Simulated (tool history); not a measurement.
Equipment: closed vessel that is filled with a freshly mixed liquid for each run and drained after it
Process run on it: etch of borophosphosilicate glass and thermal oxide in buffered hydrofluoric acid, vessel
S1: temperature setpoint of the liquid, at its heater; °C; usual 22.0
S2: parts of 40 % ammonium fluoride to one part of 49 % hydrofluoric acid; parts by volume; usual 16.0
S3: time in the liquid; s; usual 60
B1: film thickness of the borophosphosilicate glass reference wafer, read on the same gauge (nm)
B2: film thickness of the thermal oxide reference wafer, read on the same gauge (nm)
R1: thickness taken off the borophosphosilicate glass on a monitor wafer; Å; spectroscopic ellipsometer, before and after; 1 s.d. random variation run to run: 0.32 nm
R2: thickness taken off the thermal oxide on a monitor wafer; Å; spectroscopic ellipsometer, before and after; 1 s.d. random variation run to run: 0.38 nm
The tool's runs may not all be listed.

run,day,S1,S2,S3,B1,B2,R1,R2
1,0.000,22.0,14.0,60,70.02,110.02,952.3,530.5
# day 0.358: thermometer replaced
2,0.379,22.0,16.0,60,70.00,110.00,736.1,413.7
# day 0.888: hydrofluoric acid flow meter replaced
3,1.821,22.0,16.0,60,70.01,109.96,734.4,399.3
4,2.229,24.0,13.5,60,70.03,110.03,973.2,544.2
5,2.754,25.5,14.5,60,69.98,110.00,978.7,541.2
6,3.379,18.0,13.0,30,70.02,109.99,362.3,200.3
7,4.038,17.5,11.0,30,70.03,109.98,415.4,226.4
8,4.475,22.0,16.0,60,70.04,109.98,742.4,410.0
9,5.167,23.5,10.5,85,70.05,109.97,1736.8,936.7
10,5.646,22.0,16.0,30,69.98,110.01,372.4,200.9
11,6.017,17.5,16.0,60,70.03,110.02,577.7,323.1
12,6.708,26.5,19.0,30,69.97,109.95,397.6,222.9
13,7.421,22.0,16.0,60,70.00,110.01,742.1,404.5
14,7.721,22.0,16.0,60,70.01,109.99,744.7,409.9
# day 7.954: gauge calibrated
15,8.033,20.5,16.0,40,69.98,110.03,457.6,252.5
16,8.696,26.0,22.0,35,70.01,110.02,406.1,227.1
17,9.379,22.0,16.0,60,70.00,109.97,742.6,407.5
18,10.008,22.0,16.0,75,70.01,110.00,927.5,515.7
19,10.421,22.0,16.0,60,70.01,110.01,742.5,409.8
20,11.108,20.0,13.0,35,70.00,110.01,480.7,264.2
21,11.633,22.0,12.5,95,69.96,110.02,1500.2,834.7
22,12.154,20.0,20.0,35,70.02,110.04,311.5,171.7
23,12.862,22.0,16.0,85,69.96,110.02,1062.5,579.8
24,13.579,22.0,10.5,90,69.98,109.96,1685.4,923.4

Here are 5 independent what-if runs from the current tool condition. What would each one return?
A,13.608,22.0,16.0,35,?,?,?,?
B,13.608,19.0,18.5,50,?,?,?,?
C,13.608,18.5,16.0,35,?,?,?,?
D,13.608,25.5,9.5,90,?,?,?,?
E,13.608,19.5,13.5,75,?,?,?,?

run,B1,B2,R1,R2
A,69.97,109.98,436.2,242.9
B,69.97,109.98,457.4,254.4
C,69.97,109.98,359.5,199.8
D,69.97,109.98,2222.4,1236.3
E,69.97,109.98,963.4,535.2
Stripped of hidden state, with their random variation kept, the same runs would have yielded:
run,R1,R2
A,424.6,236.4
B,445.1,247.4
C,349.8,194.3
D,2165.2,1204.1
E,937.6,520.7

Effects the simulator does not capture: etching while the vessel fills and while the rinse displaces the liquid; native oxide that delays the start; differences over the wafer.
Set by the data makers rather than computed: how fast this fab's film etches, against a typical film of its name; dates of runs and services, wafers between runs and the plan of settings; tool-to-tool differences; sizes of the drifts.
